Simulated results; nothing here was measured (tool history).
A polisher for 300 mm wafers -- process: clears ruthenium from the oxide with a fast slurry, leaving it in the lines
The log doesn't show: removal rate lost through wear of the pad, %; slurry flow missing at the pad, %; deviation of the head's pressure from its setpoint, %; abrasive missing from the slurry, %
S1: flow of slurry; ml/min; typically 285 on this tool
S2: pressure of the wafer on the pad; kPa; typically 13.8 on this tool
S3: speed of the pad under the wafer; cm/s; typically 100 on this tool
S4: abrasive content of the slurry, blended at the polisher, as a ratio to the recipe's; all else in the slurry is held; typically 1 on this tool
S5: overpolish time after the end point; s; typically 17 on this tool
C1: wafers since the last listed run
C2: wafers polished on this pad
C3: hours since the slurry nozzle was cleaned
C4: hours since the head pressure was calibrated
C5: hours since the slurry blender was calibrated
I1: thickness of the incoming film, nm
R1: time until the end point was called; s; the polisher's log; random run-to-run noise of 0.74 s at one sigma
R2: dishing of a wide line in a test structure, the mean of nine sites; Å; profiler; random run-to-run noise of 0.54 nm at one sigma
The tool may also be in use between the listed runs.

| run | day | S1 | S2 | S3 | S4 | S5 | C1 | C2 | C3 | C4 | C5 | I1 | R1 | R2 |
|---|---|---|---|---|---|---|---|---|---|---|---|---|---|---|
| 1 | 0 | 285 | 13.8 | 116 | 1 | 17 | 0 | 219 | 522.8 | 850.4 | 65.9 | 272.3 | 76 | 493 |
| 2 | 0.429 | 285 | 13.8 | 116 | 1 | 17 | 94 | 314 | 533.1 | 860.7 | 76.2 | 269.8 | 73.8 | 481 |
| 3 | 0.7 | 285 | 13.8 | 100 | 1 | 17 | 59 | 374 | 539.6 | 867.2 | 82.7 | 270.9 | 87.1 | 420 |
| 4 | 2.383 | 285 | 10.3 | 100 | 1 | 17 | 372 | 746 | 580 | 907.6 | 123.1 | 268.6 | 104.9 | 359 |
| 5 | 2.788 | 285 | 10.3 | 100 | 1 | 17 | 89 | 835 | 589.7 | 917.3 | 132.8 | 267.9 | 104.8 | 349 |
|  | 3.192 | worn pad replaced by a new one |
| 6 | 3.325 | 285 | 10.3 | 100 | 1 | 17 | 82 | 29 | 602.6 | 930.2 | 145.7 | 272.3 | 106.5 | 360 |
| 7 | 3.904 | 285 | 13.8 | 100 | 1 | 17 | 128 | 157 | 616.5 | 944.1 | 159.6 | 268 | 88.6 | 414 |
| 8 | 4.188 | 285 | 13.8 | 100 | 1 | 17 | 62 | 220 | 623.3 | 950.9 | 166.4 | 267 | 87.7 | 424 |
| 9 | 4.529 | 285 | 13.8 | 100 | 1 | 17 | 75 | 295 | 631.5 | 959.1 | 174.6 | 273.9 | 90 | 419 |
| 10 | 5 | 285 | 13.8 | 100 | 1 | 17 | 104 | 400 | 642.8 | 970.4 | 185.9 | 267.7 | 89.1 | 414 |
| 11 | 5.696 | 320 | 13.8 | 100 | 1 | 17 | 153 | 554 | 659.5 | 987.1 | 202.6 | 271.3 | 88.5 | 417 |
| 12 | 5.954 | 320 | 13.8 | 100 | 1 | 17 | 57 | 611 | 665.7 | 993.3 | 208.8 | 269.1 | 87.8 | 422 |
|  | 6.292 | slurry nozzle cleaned |
| 13 | 6.558 | 210 | 13.8 | 100 | 1 | 17 | 124 | 735 | 6.4 | 1007.8 | 223.3 | 271.6 | 92.2 | 405 |
| 14 | 6.875 | 365 | 16.5 | 100 | 1 | 9 | 70 | 805 | 14 | 1015.4 | 230.9 | 269.3 | 77.7 | 263 |
|  | 7.154 | head pressure recalibrated |
| 15 | 7.388 | 285 | 9.7 | 100 | 1 | 17 | 94 | 900 | 26.3 | 5.6 | 243.2 | 270.8 | 111.5 | 338 |
| 16 | 7.908 | 285 | 13.8 | 100 | 1.25 | 13 | 115 | 1015 | 38.8 | 18.1 | 255.7 | 270.5 | 84.7 | 344 |
|  | 8.158 | worn pad replaced by a new one |
| 17 | 8.221 | 285 | 13.8 | 100 | 1 | 17 | 32 | 14 | 46.3 | 25.6 | 263.2 | 269.7 | 92.3 | 410 |
| 18 | 8.512 | 205 | 11 | 100 | 1 | 25 | 64 | 78 | 53.3 | 32.6 | 270.2 | 267.7 | 106.5 | 487 |
| 19 | 9.392 | 285 | 9 | 126 | 1 | 21 | 194 | 273 | 74.4 | 53.7 | 291.3 | 271.1 | 95 | 474 |
|  | 9.521 | slurry blender recalibrated |
| 20 | 9.858 | 230 | 10.3 | 66 | 1 | 17 | 84 | 357 | 85.6 | 64.9 | 8.1 | 269.8 | 157.6 | 244 |
| 21 | 10.267 | 320 | 13.8 | 100 | 0.7 | 17 | 90 | 448 | 95.4 | 74.7 | 17.9 | 268.2 | 94.6 | 387 |
| 22 | 10.642 | 285 | 13.8 | 132 | 1 | 17 | 82 | 531 | 104.4 | 83.7 | 26.9 | 272.2 | 66.8 | 548 |
| 23 | 11.333 | 285 | 9.7 | 128 | 1 | 21 | 153 | 684 | 121 | 100.3 | 43.5 | 269.4 | 82.5 | 519 |
| 24 | 11.908 | 220 | 11.7 | 100 | 0.8 | 17 | 127 | 811 | 134.8 | 114.1 | 57.3 | 272.5 | 109 | 351 |
|  | 12.192 | worn pad replaced by a new one |
| 25 | 12.304 | 285 | 10.3 | 100 | 1 | 17 | 50 | 24 | 144.3 | 123.6 | 66.8 | 267.4 | 104.3 | 369 |
| 26 | 12.704 | 285 | 9 | 126 | 1 | 21 | 88 | 113 | 153.9 | 133.2 | 76.4 | 269.7 | 89.8 | 500 |

5 options for the next run, each taken on its own from the tool as it stands now. Forecast them:
| A | 12.721 | 285 | 13.8 | 100 | 1 | 8 | 3 | 117 | 154.3 | 133.6 | 76.8 | 268.1 | ? | ? |
| B | 12.721 | 195 | 11 | 100 | 1 | 17 | 3 | 117 | 154.3 | 133.6 | 76.8 | 268.1 | ? | ? |
| C | 12.721 | 340 | 13.8 | 114 | 0.75 | 12 | 3 | 117 | 154.3 | 133.6 | 76.8 | 268.1 | ? | ? |
| D | 12.721 | 240 | 15.2 | 72 | 1.2 | 17 | 3 | 117 | 154.3 | 133.6 | 76.8 | 268.1 | ? | ? |
| E | 12.721 | 195 | 17.9 | 100 | 0.8 | 7 | 3 | 117 | 154.3 | 133.6 | 76.8 | 268.1 | ? | ? |

| run | R1 | R2 |
|---|---|---|
| A | 88 | 213 |
| B | 104.7 | 364 |
| C | 83.6 | 326 |
| D | 110.1 | 348 |
| E | 82.5 | 200 |
Take away the tool's hidden state, keep each run's random variation, and the runs would have read:
| run | R1 | R2 |
|---|---|---|
| A | 85.3 | 220 |
| B | 101.5 | 374 |
| C | 80.8 | 336 |
| D | 106.9 | 357 |
| E | 79.8 | 206 |
